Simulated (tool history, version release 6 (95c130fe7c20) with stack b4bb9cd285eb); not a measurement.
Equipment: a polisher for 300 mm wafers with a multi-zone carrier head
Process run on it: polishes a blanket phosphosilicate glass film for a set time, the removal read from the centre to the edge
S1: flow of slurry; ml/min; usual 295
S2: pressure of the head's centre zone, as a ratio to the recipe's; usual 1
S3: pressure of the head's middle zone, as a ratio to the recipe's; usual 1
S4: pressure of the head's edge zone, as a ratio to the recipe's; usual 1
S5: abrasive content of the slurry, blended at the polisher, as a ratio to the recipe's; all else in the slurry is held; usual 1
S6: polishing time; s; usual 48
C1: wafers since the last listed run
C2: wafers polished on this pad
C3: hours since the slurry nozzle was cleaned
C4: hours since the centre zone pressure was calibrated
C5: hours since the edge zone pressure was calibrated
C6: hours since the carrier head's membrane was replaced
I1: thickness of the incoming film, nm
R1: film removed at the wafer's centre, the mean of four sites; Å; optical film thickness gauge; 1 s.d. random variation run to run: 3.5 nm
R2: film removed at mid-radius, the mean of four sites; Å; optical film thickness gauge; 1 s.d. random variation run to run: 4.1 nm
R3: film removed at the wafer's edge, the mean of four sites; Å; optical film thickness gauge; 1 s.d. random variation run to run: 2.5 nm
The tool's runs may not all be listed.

run,hour,S1,S2,S3,S4,S5,S6,C1,C2,C3,C4,C5,C6,I1,R1,R2,R3
1,0,295,1,1.09,1,1.15,48,0,189,421.2,933.3,314.7,1501.9,2745.6,3215,3364,3213
2,9.6,375,1,1.05,1,1,48,155,344,430.8,942.9,324.3,1511.5,2779.1,2865,2981,2905
3,17.7,375,1,1.05,1,1,48,130,475,438.9,951,332.4,1519.6,2708.8,2862,2872,2899
4,32.7,375,1,1.05,1,1,48,242,718,453.9,966,347.4,1534.6,2749.4,2817,2805,2865
5,43.6,295,1,1,1,1,48,176,894,464.8,976.9,358.3,1545.5,2770.9,2672,2676,2770
# hour 55: centre zone pressure recalibrated
# hour 58.1: worn pad replaced by a new one
6,60.3,295,1,1,1,1,48,187,36,481.5,5.3,375,1562.2,2749.1,2981,2902,3063
7,76.9,295,1,1,1,1,48,268,304,498.1,21.9,391.6,1578.8,2703.2,2755,2773,2924
# hour 80.3: edge zone pressure recalibrated
# hour 82.2: slurry nozzle cleaned
8,90.3,295,1,1,0.94,1,38,168,472,8.1,35.3,10,1592.2,2781.8,2205,2132,2173
# hour 100.7: carrier head's membrane replaced by a new one
9,101.2,295,1,1,1,1,48,95,568,19,46.2,20.9,0.5,2708.4,2722,2618,2799
10,105.4,235,0.96,1,1.04,1.15,48,67,636,23.2,50.4,25.1,4.7,2683.1,2782,2860,3032
# hour 113.7: worn pad replaced by a new one
11,118.6,295,1,1,1,1,48,148,78,36.4,63.6,38.3,17.9,2719.6,2852,2874,3011
12,131.5,295,1.11,0.96,1,1.15,37,208,287,49.3,76.5,51.2,30.8,2701.3,2622,2253,2413
13,144.3,370,1,1,1,1,48,206,494,62.1,89.3,64,43.6,2728.8,2805,2751,2856
14,161.1,390,1,1,1,1.25,48,271,765,78.9,106.1,80.8,60.4,2706.7,3192,3149,3263
15,172.9,295,1,1,1,1,48,190,956,90.7,117.9,92.6,72.2,2721,2687,2665,2762
# hour 179.1: worn pad replaced by a new one
16,180.8,295,1,0.9,0.95,0.8,41,63,27,98.6,125.8,100.5,80.1,2772.1,2046,1877,2068

Consider 5 possible next runs. They are alternatives, not a sequence: every one starts from the tool as it was left by run 16. What does each give?
A,181.2,295,1,1,1,1,48,6,33,99,126.2,100.9,80.5,2770,?,?,?
B,181.2,365,0.9,1,1,1,48,6,33,99,126.2,100.9,80.5,2770,?,?,?
C,181.2,215,1,0.92,1.11,1,48,6,33,99,126.2,100.9,80.5,2770,?,?,?
D,181.2,295,1,1,1,1.15,38,6,33,99,126.2,100.9,80.5,2770,?,?,?
E,181.2,295,0.97,0.96,1.09,0.9,48,6,33,99,126.2,100.9,80.5,2770,?,?,?

run,R1,R2,R3
A,2981,2899,2993
B,2742,2960,3040
C,2845,2601,3044
D,2589,2518,2600
E,2658,2580,2862
Take away the tool's hidden state, keep each run's random variation, and the runs would have read:
run,R1,R2,R3
A,3075,2990,3087
B,2828,3053,3136
C,2934,2683,3139
D,2671,2597,2682
E,2742,2661,2952
